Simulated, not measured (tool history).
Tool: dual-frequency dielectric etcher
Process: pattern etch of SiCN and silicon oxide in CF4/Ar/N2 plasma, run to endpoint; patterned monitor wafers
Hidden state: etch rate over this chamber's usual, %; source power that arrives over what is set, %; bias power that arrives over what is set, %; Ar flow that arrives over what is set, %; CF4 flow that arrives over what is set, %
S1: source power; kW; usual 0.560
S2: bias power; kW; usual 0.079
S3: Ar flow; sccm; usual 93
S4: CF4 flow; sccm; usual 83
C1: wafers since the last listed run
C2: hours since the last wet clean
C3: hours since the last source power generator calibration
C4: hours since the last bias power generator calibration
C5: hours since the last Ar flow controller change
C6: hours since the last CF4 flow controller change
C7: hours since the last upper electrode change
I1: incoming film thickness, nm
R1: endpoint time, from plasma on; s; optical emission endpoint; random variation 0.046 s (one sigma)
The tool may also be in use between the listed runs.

Run 1, day 0.000: usual settings but S1 0.470 kW; C1 0; C2 175.0; C3 3160.9; C4 3218.1; C5 1430.7; C6 2198.5; C7 2104.8; I1 15.25. Result: R1 16.2 s.
Run 2, day 0.662: usual settings; C1 222; C2 190.9; C3 3176.8; C4 3234.0; C5 1446.6; C6 2214.4; C7 2120.7; I1 15.09. Result: R1 13.7 s.
Run 3, day 0.929: usual settings; C1 89; C2 197.3; C3 3183.2; C4 3240.4; C5 1453.0; C6 2220.8; C7 2127.1; I1 15.26. Result: R1 13.8 s.
Run 4, day 1.504: usual settings but S1 0.620 kW; C1 193; C2 211.1; C3 3197.0; C4 3254.2; C5 1466.8; C6 2234.6; C7 2140.9; I1 15.15. Result: R1 12.5 s.
Run 5, day 2.083: usual settings but S1 0.620 kW; C1 194; C2 225.0; C3 3210.9; C4 3268.1; C5 1480.7; C6 2248.5; C7 2154.8; I1 14.87. Result: R1 12.2 s.
Run 6, day 2.438: usual settings but S1 0.480 kW, S2 0.093 kW; C1 119; C2 233.5; C3 3219.4; C4 3276.6; C5 1489.2; C6 2257.0; C7 2163.3; I1 15.20. Result: R1 14.9 s.
Run 7, day 3.188: usual settings but S1 0.480 kW, S2 0.093 kW; C1 252; C2 251.5; C3 3237.4; C4 3294.6; C5 1507.2; C6 2275.0; C7 2181.3; I1 15.23. Result: R1 14.9 s.
Run 8, day 3.517: usual settings but S1 0.480 kW, S2 0.093 kW; C1 110; C2 259.4; C3 3245.3; C4 3302.5; C5 1515.1; C6 2282.9; C7 2189.2; I1 15.17. Result: R1 14.8 s.
Run 9, day 3.971: usual settings but S2 0.072 kW; C1 152; C2 270.3; C3 3256.2; C4 3313.4; C5 1526.0; C6 2293.8; C7 2200.1; I1 15.12. Result: R1 14.0 s.
At day 4.421: CF4 flow controller replaced.
Run 10, day 4.442: usual settings but S1 0.510 kW, S2 0.089 kW; C1 74; C2 281.6; C3 3267.5; C4 3324.7; C5 1537.3; C6 0.5; C7 2211.4; I1 14.99. Result: R1 14.0 s.
Run 11, day 4.938: usual settings but S1 0.510 kW, S2 0.089 kW; C1 166; C2 293.5; C3 3279.4; C4 3336.6; C5 1549.2; C6 12.4; C7 2223.3; I1 15.07. Result: R1 14.1 s.
Run 12, day 5.425: usual settings but S1 0.620 kW; C1 163; C2 305.2; C3 3291.1; C4 3348.3; C5 1560.9; C6 24.1; C7 2235.0; I1 15.08. Result: R1 12.3 s.
At day 5.842: Ar flow controller replaced.
Run 13, day 5.975: usual settings but S1 0.620 kW, S2 0.070 kW, S3 101 sccm; C1 100; C2 318.4; C3 3304.3; C4 3361.5; C5 3.2; C6 37.3; C7 2248.2; I1 15.01. Result: R1 12.9 s.
At day 7.483: wet clean of the chamber.
Run 14, day 7.504: usual settings but S1 0.630 kW, S3 114 sccm, S4 77 sccm; C1 177; C2 0.5; C3 3341.0; C4 3398.2; C5 39.9; C6 74.0; C7 2284.9; I1 15.33. Result: R1 13.3 s.
Run 15, day 7.521: usual settings but S1 0.480 kW, S2 0.067 kW, S3 76 sccm, S4 62 sccm; C1 5; C2 0.9; C3 3341.4; C4 3398.6; C5 40.3; C6 74.4; C7 2285.3; I1 15.08. Result: R1 17.2 s.
Run 16, day 7.533: usual settings but S3 105 sccm; C1 1; C2 1.2; C3 3341.7; C4 3398.9; C5 40.6; C6 74.7; C7 2285.6; I1 15.08. Result: R1 14.2 s.
At day 7.692: source power generator calibrated.
Run 17, day 7.962: usual settings but S1 0.430 kW, S2 0.069 kW, S3 82 sccm; C1 90; C2 11.5; C3 6.5; C4 3409.2; C5 50.9; C6 85.0; C7 2295.9; I1 15.19. Result: R1 18.3 s.
At day 8.908: bias power generator calibrated.
At day 9.267: upper electrode replaced.
Run 18, day 9.288: usual settings but S1 0.610 kW, S3 84 sccm; C1 270; C2 43.3; C3 38.3; C4 9.1; C5 82.7; C6 116.8; C7 0.5; I1 15.06. Result: R1 12.7 s.
Run 19, day 9.300: usual settings; C1 4; C2 43.6; C3 38.6; C4 9.4; C5 83.0; C6 117.1; C7 0.8; I1 15.09. Result: R1 13.9 s.
Run 20, day 11.154: usual settings but S1 0.670 kW, S2 0.087 kW; C1 623; C2 88.1; C3 83.1; C4 53.9; C5 127.5; C6 161.6; C7 45.3; I1 15.12. Result: R1 11.4 s.
Run 21, day 11.638: usual settings; C1 162; C2 99.7; C3 94.7; C4 65.5; C5 139.1; C6 173.2; C7 56.9; I1 15.08. Result: R1 13.8 s.
Run 22, day 12.167: usual settings but S1 0.600 kW, S2 0.070 kW, S4 78 sccm; C1 177; C2 112.4; C3 107.4; C4 78.2; C5 151.8; C6 185.9; C7 69.6; I1 14.96. Result: R1 13.5 s.
Run 23, day 12.558: usual settings but S1 0.490 kW, S2 0.064 kW, S3 76 sccm, S4 101 sccm; C1 131; C2 121.8; C3 116.8; C4 87.6; C5 161.2; C6 195.3; C7 79.0; I1 15.05. Result: R1 15.6 s.

5 ways to go on from here, each from the tool as it stands after run 23. What would each give?
Run A, day 12.575: usual settings but S2 0.065 kW; C1 5; C2 122.2; C3 117.2; C4 88.0; C5 161.6; C6 195.7; C7 79.4; I1 15.19. Result: R1 ?.
Run B, day 12.575: usual settings but S1 0.500 kW; C1 5; C2 122.2; C3 117.2; C4 88.0; C5 161.6; C6 195.7; C7 79.4; I1 15.19. Result: R1 ?.
Run C, day 12.575: usual settings but S2 0.093 kW, S3 71 sccm; C1 5; C2 122.2; C3 117.2; C4 88.0; C5 161.6; C6 195.7; C7 79.4; I1 15.19. Result: R1 ?.
Run D, day 12.575: usual settings but S1 0.620 kW, S2 0.063 kW, S4 69 sccm; C1 5; C2 122.2; C3 117.2; C4 88.0; C5 161.6; C6 195.7; C7 79.4; I1 15.19. Result: R1 ?.
Run E, day 12.575: usual settings but S3 103 sccm, S4 95 sccm; C1 5; C2 122.2; C3 117.2; C4 88.0; C5 161.6; C6 195.7; C7 79.4; I1 15.19. Result: R1 ?.

run    R1
  A  14.7
  B  15.3
  C  12.6
  D  14.0
  E  13.8
Without the tool's hidden state the same runs would have given:
run    R1
  A  15.1
  B  15.7
  C  12.9
  D  14.4
  E  14.1
